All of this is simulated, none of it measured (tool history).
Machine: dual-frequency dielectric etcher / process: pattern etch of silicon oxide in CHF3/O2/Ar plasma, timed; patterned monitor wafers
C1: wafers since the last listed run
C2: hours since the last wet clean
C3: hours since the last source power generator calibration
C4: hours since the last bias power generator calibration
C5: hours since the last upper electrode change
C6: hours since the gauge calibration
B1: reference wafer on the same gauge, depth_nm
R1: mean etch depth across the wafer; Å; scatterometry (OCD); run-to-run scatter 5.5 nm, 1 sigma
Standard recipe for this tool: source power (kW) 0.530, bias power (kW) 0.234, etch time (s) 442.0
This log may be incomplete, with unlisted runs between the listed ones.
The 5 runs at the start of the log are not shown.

-- day=4.212 gauge calibrated
run 6 day=4.792 | source_power_(kW)=0.530 bias_power_(kW)=0.234 etch_time_(s)=412.0 | C1=143 C2=193.3 C3=1711.3 C4=3364.3 C5=4968.2 C6=13.9 | B1=920.0 | R1=9181
run 7 day=5.892 | source_power_(kW)=0.530 bias_power_(kW)=0.234 etch_time_(s)=412.0 | C1=116 C2=219.7 C3=1737.7 C4=3390.7 C5=4994.6 C6=40.3 | B1=920.3 | R1=9181
run 8 day=7.383 | source_power_(kW)=0.640 bias_power_(kW)=0.256 etch_time_(s)=319.5 | C1=158 C2=255.5 C3=1773.5 C4=3426.5 C5=5030.4 C6=76.1 | B1=920.3 | R1=8113
run 9 day=8.800 | source_power_(kW)=0.530 bias_power_(kW)=0.234 etch_time_(s)=442.0 | C1=150 C2=289.5 C3=1807.5 C4=3460.5 C5=5064.4 C6=110.1 | B1=920.9 | R1=9902
run 10 day=9.375 | source_power_(kW)=0.590 bias_power_(kW)=0.177 etch_time_(s)=365.0 | C1=61 C2=303.3 C3=1821.3 C4=3474.3 C5=5078.2 C6=123.9 | B1=920.7 | R1=7894
run 11 day=10.254 | source_power_(kW)=0.530 bias_power_(kW)=0.195 etch_time_(s)=442.0 | C1=93 C2=324.4 C3=1842.4 C4=3495.4 C5=5099.3 C6=145.0 | B1=920.6 | R1=9301
-- day=11.617 upper electrode replaced
run 12 day=11.638 | source_power_(kW)=0.530 bias_power_(kW)=0.234 etch_time_(s)=442.0 | C1=40 C2=357.6 C3=1875.6 C4=3528.6 C5=0.5 C6=178.2 | B1=921.6 | R1=9965
run 13 day=12.279 | source_power_(kW)=0.610 bias_power_(kW)=0.259 etch_time_(s)=400.0 | C1=68 C2=373.0 C3=1891.0 C4=3544.0 C5=15.9 C6=193.6 | B1=920.8 | R1=9997
run 14 day=12.825 | source_power_(kW)=0.580 bias_power_(kW)=0.202 etch_time_(s)=497.0 | C1=57 C2=386.1 C3=1904.1 C4=3557.1 C5=29.0 C6=206.7 | B1=921.1 | R1=11136
-- day=13.112 bias power generator calibrated
run 15 day=13.538 | source_power_(kW)=0.530 bias_power_(kW)=0.234 etch_time_(s)=442.0 | C1=57 C2=403.2 C3=1921.2 C4=10.2 C5=46.1 C6=223.8 | B1=921.9 | R1=9889
-- day=14.112 source power generator calibrated
run 16 day=14.496 | source_power_(kW)=0.620 bias_power_(kW)=0.234 etch_time_(s)=348.0 | C1=84 C2=426.2 C3=9.2 C4=33.2 C5=69.1 C6=246.8 | B1=921.4 | R1=8510
run 17 day=15.388 | source_power_(kW)=0.530 bias_power_(kW)=0.234 etch_time_(s)=442.0 | C1=94 C2=447.6 C3=30.6 C4=54.6 C5=90.5 C6=268.2 | B1=920.0 | R1=10008
run 18 day=16.058 | source_power_(kW)=0.530 bias_power_(kW)=0.234 etch_time_(s)=374.5 | C1=71 C2=463.7 C3=46.7 C4=70.7 C5=106.6 C6=284.3 | B1=920.3 | R1=8574
-- day=17.071 wet clean of the chamber
run 19 day=17.092 | source_power_(kW)=0.610 bias_power_(kW)=0.201 etch_time_(s)=386.5 | C1=3 C2=0.5 C3=71.5 C4=95.5 C5=131.4 C6=309.1 | B1=920.8 | R1=8644
run 20 day=17.500 | source_power_(kW)=0.530 bias_power_(kW)=0.181 etch_time_(s)=442.0 | C1=43 C2=10.3 C3=81.3 C4=105.3 C5=141.2 C6=318.9 | B1=922.0 | R1=9066
run 21 day=18.250 | source_power_(kW)=0.640 bias_power_(kW)=0.275 etch_time_(s)=348.5 | C1=79 C2=28.3 C3=99.3 C4=123.3 C5=159.2 C6=336.9 | B1=921.5 | R1=8858
run 22 day=20.525 | source_power_(kW)=0.440 bias_power_(kW)=0.287 etch_time_(s)=442.0 | C1=241 C2=82.9 C3=153.9 C4=177.9 C5=213.8 C6=391.5 | B1=920.9 | R1=9523
run 23 day=21.138 | source_power_(kW)=0.570 bias_power_(kW)=0.234 etch_time_(s)=442.0 | C1=65 C2=97.6 C3=168.6 C4=192.6 C5=228.5 C6=406.2 | B1=921.2 | R1=10149
run 24 day=21.900 | source_power_(kW)=0.530 bias_power_(kW)=0.234 etch_time_(s)=442.0 | C1=80 C2=115.9 C3=186.9 C4=210.9 C5=246.8 C6=424.5 | B1=921.6 | R1=9848
run 25 day=22.425 | source_power_(kW)=0.530 bias_power_(kW)=0.234 etch_time_(s)=503.0 | C1=55 C2=128.5 C3=199.5 C4=223.5 C5=259.4 C6=437.1 | B1=921.1 | R1=11134
run 26 day=23.288 | source_power_(kW)=0.650 bias_power_(kW)=0.211 etch_time_(s)=369.5 | C1=91 C2=149.2 C3=220.2 C4=244.2 C5=280.1 C6=457.8 | B1=921.1 | R1=8739
run 27 day=24.033 | source_power_(kW)=0.530 bias_power_(kW)=0.212 etch_time_(s)=442.0 | C1=79 C2=167.1 C3=238.1 C4=262.1 C5=298.0 C6=475.7 | B1=919.6 | R1=9543
run 28 day=25.488 | source_power_(kW)=0.530 bias_power_(kW)=0.234 etch_time_(s)=442.0 | C1=154 C2=202.0 C3=273.0 C4=297.0 C5=332.9 C6=510.6 | B1=921.7 | R1=9886
run 29 day=26.971 | source_power_(kW)=0.580 bias_power_(kW)=0.202 etch_time_(s)=497.0 | C1=157 C2=237.6 C3=308.6 C4=332.6 C5=368.5 C6=546.2 | B1=920.9 | R1=11106
run 30 day=28.262 | source_power_(kW)=0.530 bias_power_(kW)=0.234 etch_time_(s)=384.5 | C1=137 C2=268.6 C3=339.6 C4=363.6 C5=399.5 C6=577.2 | B1=919.7 | R1=8682

Alternative continuations, all from the tool just after run 30; predict every row:
run A day=28.283 | source_power_(kW)=0.530 bias_power_(kW)=0.203 etch_time_(s)=442.0 | C1=2 C2=269.1 C3=340.1 C4=364.1 C5=400.0 C6=577.7 | B1=? | R1=?
run B day=28.283 | source_power_(kW)=0.560 bias_power_(kW)=0.234 etch_time_(s)=557.0 | C1=2 C2=269.1 C3=340.1 C4=364.1 C5=400.0 C6=577.7 | B1=? | R1=?
run C day=28.283 | source_power_(kW)=0.620 bias_power_(kW)=0.192 etch_time_(s)=502.5 | C1=2 C2=269.1 C3=340.1 C4=364.1 C5=400.0 C6=577.7 | B1=? | R1=?
run D day=28.283 | source_power_(kW)=0.660 bias_power_(kW)=0.269 etch_time_(s)=501.0 | C1=2 C2=269.1 C3=340.1 C4=364.1 C5=400.0 C6=577.7 | B1=? | R1=?

run=A B1=921.2 R1=9500
run=B B1=921.2 R1=12887
run=C B1=921.2 R1=11414
run=D B1=921.2 R1=13107
Without the tool's hidden state the same runs would have given:
run=A R1=9263
run=B R1=12565
run=C R1=11129
run=D R1=12780
